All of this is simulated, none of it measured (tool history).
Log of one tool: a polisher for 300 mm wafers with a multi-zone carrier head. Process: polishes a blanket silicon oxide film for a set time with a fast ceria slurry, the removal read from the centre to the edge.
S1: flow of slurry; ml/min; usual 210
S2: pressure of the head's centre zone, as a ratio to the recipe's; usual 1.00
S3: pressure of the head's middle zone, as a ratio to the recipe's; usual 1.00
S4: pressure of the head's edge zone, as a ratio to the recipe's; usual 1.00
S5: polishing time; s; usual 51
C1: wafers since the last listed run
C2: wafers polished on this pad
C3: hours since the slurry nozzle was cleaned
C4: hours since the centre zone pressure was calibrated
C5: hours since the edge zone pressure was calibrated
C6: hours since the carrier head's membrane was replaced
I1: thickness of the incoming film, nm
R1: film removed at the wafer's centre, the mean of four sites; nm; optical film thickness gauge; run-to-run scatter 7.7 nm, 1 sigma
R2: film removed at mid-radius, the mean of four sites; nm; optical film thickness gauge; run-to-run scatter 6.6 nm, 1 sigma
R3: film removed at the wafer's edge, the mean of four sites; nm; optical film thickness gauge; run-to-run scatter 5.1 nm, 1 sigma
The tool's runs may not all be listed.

Run 1, day 0.000: usual settings; C1 0; C2 2304; C3 483.5; C4 908.4; C5 782.2; C6 170.8; I1 2018.7. Result: R1 672.9 nm, R2 686.4 nm, R3 688.1 nm.
Run 2, day 1.671: usual settings but S4 0.93; C1 283; C2 2588; C3 523.6; C4 948.5; C5 822.3; C6 210.9; I1 2029.9. Result: R1 680.0 nm, R2 677.7 nm, R3 658.1 nm.
Run 3, day 3.025: usual settings but S1 245 ml/min, S5 56 s; C1 229; C2 2818; C3 556.1; C4 981.0; C5 854.8; C6 243.4; I1 2047.1. Result: R1 742.1 nm, R2 740.0 nm, R3 737.5 nm.
At day 3.358: worn pad replaced by a new one.
Run 4, day 5.471: usual settings but S1 265 ml/min, S2 0.90; C1 387; C2 358; C3 614.8; C4 1039.7; C5 913.5; C6 302.1; I1 2018.5. Result: R1 666.8 nm, R2 740.4 nm, R3 751.4 nm.
Run 5, day 7.746: usual settings but S2 0.92, S4 1.07; C1 386; C2 745; C3 669.4; C4 1094.3; C5 968.1; C6 356.7; I1 2036.0. Result: R1 667.1 nm, R2 702.6 nm, R3 745.1 nm.
Run 6, day 9.350: usual settings; C1 272; C2 1017; C3 707.9; C4 1132.8; C5 1006.6; C6 395.2; I1 1979.7. Result: R1 692.3 nm, R2 701.1 nm, R3 706.7 nm.
At day 11.238: slurry nozzle cleaned.
Run 7, day 11.750: usual settings but S1 255 ml/min, S4 1.04; C1 400; C2 1418; C3 12.3; C4 1190.4; C5 1064.2; C6 452.8; I1 2015.8. Result: R1 712.7 nm, R2 702.3 nm, R3 724.2 nm.
Run 8, day 13.062: usual settings but S3 0.92, S5 59 s; C1 222; C2 1641; C3 43.8; C4 1221.9; C5 1095.7; C6 484.3; I1 2006.5. Result: R1 803.3 nm, R2 756.6 nm, R3 808.3 nm.
Run 9, day 15.504: usual settings but S1 255 ml/min, S4 1.04; C1 414; C2 2055; C3 102.4; C4 1280.5; C5 1154.3; C6 542.9; I1 2025.2. Result: R1 693.3 nm, R2 698.8 nm, R3 705.4 nm.
At day 18.104: carrier head's membrane replaced by a new one.
At day 18.808: edge zone pressure recalibrated.
At day 23.012: worn pad replaced by a new one.
Run 10, day 23.479: usual settings but S2 0.93, S3 1.11; C1 1276; C2 79; C3 293.8; C4 1471.9; C5 112.1; C6 129.0; I1 2014.0. Result: R1 675.8 nm, R2 796.9 nm, R3 745.7 nm.
At day 24.017: centre zone pressure recalibrated.
Run 11, day 26.012: usual settings but S4 0.97, S5 34 s; C1 416; C2 495; C3 354.6; C4 47.9; C5 172.9; C6 189.8; I1 2042.0. Result: R1 505.7 nm, R2 480.3 nm, R3 482.0 nm.
Run 12, day 27.271: usual settings but S1 270 ml/min, S5 39 s; C1 213; C2 708; C3 384.8; C4 78.1; C5 203.1; C6 220.0; I1 2012.7. Result: R1 580.6 nm, R2 561.3 nm, R3 564.9 nm.
Run 13, day 29.754: usual settings but S5 41 s; C1 421; C2 1130; C3 444.4; C4 137.7; C5 262.7; C6 279.6; I1 2002.4. Result: R1 589.5 nm, R2 568.0 nm, R3 578.0 nm.
Run 14, day 32.000: usual settings but S1 280 ml/min, S4 1.11; C1 381; C2 1512; C3 498.3; C4 191.6; C5 316.6; C6 333.5; I1 2024.3. Result: R1 746.9 nm, R2 713.3 nm, R3 764.5 nm.
Run 15, day 34.154: usual settings but S1 145 ml/min, S2 0.91, S3 0.91; C1 365; C2 1877; C3 550.0; C4 243.3; C5 368.3; C6 385.2; I1 2049.7. Result: R1 627.9 nm, R2 617.7 nm, R3 683.5 nm.
Run 16, day 35.938: usual settings; C1 302; C2 2180; C3 592.8; C4 286.1; C5 411.1; C6 428.0; I1 2045.5. Result: R1 705.2 nm, R2 681.5 nm, R3 689.9 nm.
Run 17, day 38.646: usual settings but S3 0.96; C1 459; C2 2640; C3 657.8; C4 351.1; C5 476.1; C6 493.0; I1 2012.0. Result: R1 692.7 nm, R2 650.9 nm, R3 688.1 nm.
At day 38.858: carrier head's membrane replaced by a new one.
Run 18, day 41.133: usual settings but S5 36 s; C1 387; C2 3027; C3 717.5; C4 410.8; C5 535.8; C6 54.6; I1 2023.0. Result: R1 471.5 nm, R2 470.0 nm, R3 473.9 nm.
At day 41.658: worn pad replaced by a new one.
At day 43.292: slurry nozzle cleaned.
Run 19, day 43.829: usual settings but S3 0.96; C1 422; C2 361; C3 12.9; C4 475.5; C5 600.5; C6 119.3; I1 2025.0. Result: R1 739.4 nm, R2 695.6 nm, R3 734.4 nm.
Run 20, day 46.121: usual settings but S1 265 ml/min, S3 0.95, S5 60 s; C1 389; C2 751; C3 67.9; C4 530.5; C5 655.5; C6 174.3; I1 1994.4. Result: R1 859.2 nm, R2 821.6 nm, R3 862.2 nm.
Run 21, day 48.375: usual settings but S1 235 ml/min, S3 0.95; C1 382; C2 1133; C3 122.0; C4 584.6; C5 709.6; C6 228.4; I1 2016.8. Result: R1 731.9 nm, R2 679.4 nm, R3 720.1 nm.
Run 22, day 49.608: usual settings but S1 235 ml/min, S3 1.10, S4 1.08, S5 36 s; C1 209; C2 1343; C3 151.6; C4 614.2; C5 739.2; C6 258.0; I1 1997.6. Result: R1 512.0 nm, R2 533.4 nm, R3 529.8 nm.

Some steps in R1 between neighbouring runs. How much of each would the tool show without its hidden state too (settings, what came in, random variation), and how much is left for the hidden state, with any gauge scatter that isn't in both results?
The hidden state here: removal rate lost through wear of the pad, %; slurry flow missing at the pad, %; deviation of the centre zone's pressure from its setpoint, %; deviation of the edge zone's pressure from its setpoint, %.
Run 3 -> 4: S1 245 -> 265, S2 1.00 -> 0.90, S5 56 -> 51, worn pad replaced by a new one. R1 -75.3 nm: hidden state +65.2, all else -140.5.
Run 9 -> 10: S1 255 -> 210, S2 1.00 -> 0.93, S3 1.00 -> 1.11, S4 1.04 -> 1.00, carrier head's membrane replaced by a new one, edge zone pressure recalibrated, worn pad replaced by a new one. R1 -17.5 nm: hidden state +47.6, all else -65.1.
Run 17 -> 18: S3 0.96 -> 1.00, S5 51 -> 36, carrier head's membrane replaced by a new one. R1 -221.2 nm: hidden state +16.3, all else -237.5.
Run 18 -> 19: S3 1.00 -> 0.96, S5 36 -> 51, worn pad replaced by a new one, slurry nozzle cleaned. R1 +267.9 nm: hidden state +28.4, all else +239.5.
